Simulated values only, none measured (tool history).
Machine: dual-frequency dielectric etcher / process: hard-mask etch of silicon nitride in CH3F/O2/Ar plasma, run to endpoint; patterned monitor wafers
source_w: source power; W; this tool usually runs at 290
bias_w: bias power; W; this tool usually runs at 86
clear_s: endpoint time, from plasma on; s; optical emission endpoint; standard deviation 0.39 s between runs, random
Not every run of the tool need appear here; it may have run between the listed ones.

run	hour	source_w	bias_w	wafers since the last listed run	hours since the last wet clean	hours since the last source power generator calibration	hours since the last bias power generator calibration	hours since the last upper electrode change	incoming incoming film thickness, nm	clear_s
1	0.0	290	102	0	403.1	2643.8	1486.7	3313.8	54.8	70.2
# hour 85.8: wet clean of the chamber
2	86.3	290	86	560	0.5	2730.1	1573.0	3400.1	55.1	76.9
3	131.7	290	86	408	45.9	2775.5	1618.4	3445.5	55.1	76.7
4	203.4	290	86	645	117.6	2847.2	1690.1	3517.2	55.2	77.0
5	278.9	290	78	679	193.1	2922.7	1765.6	3592.7	54.8	77.4
6	366.0	290	78	783	280.2	3009.8	1852.7	3679.8	55.0	77.2
7	435.8	290	78	627	350.0	3079.6	1922.5	3749.6	55.3	77.3
8	497.6	290	86	555	411.8	3141.4	1984.3	3811.4	55.4	74.6
# hour 557.4: wet clean of the chamber
9	557.9	290	86	326	0.5	3201.7	2044.6	3871.7	55.2	77.5
10	608.0	290	86	450	50.6	3251.8	2094.7	3921.8	54.9	77.0
11	710.9	290	86	925	153.5	3354.7	2197.6	4024.7	55.3	75.8
12	797.0	290	86	774	239.6	3440.8	2283.7	4110.8	54.7	74.5
13	844.6	290	86	428	287.2	3488.4	2331.3	4158.4	56.1	76.5
14	917.5	290	86	655	360.1	3561.3	2404.2	4231.3	55.3	75.2
15	1001.1	270	68	752	443.7	3644.9	2487.8	4314.9	54.8	80.9
# hour 1010.2: bias power generator calibrated
# hour 1025.4: wet clean of the chamber
16	1101.3	240	98	728	75.9	3745.1	91.1	4415.1	55.4	81.2
17	1206.1	350	68	942	180.7	3849.9	195.9	4519.9	55.3	76.0

What does the tool deliver on the next run?
# hour 1271.6: upper electrode replaced
18	1272.1	340	99	377	246.7	3915.9	261.9	0.5	54.9	?

Run 18 came out at clear_s 67.9 s.
Minus the tool's unlogged condition, the same run would have read clear_s 69.3 s.
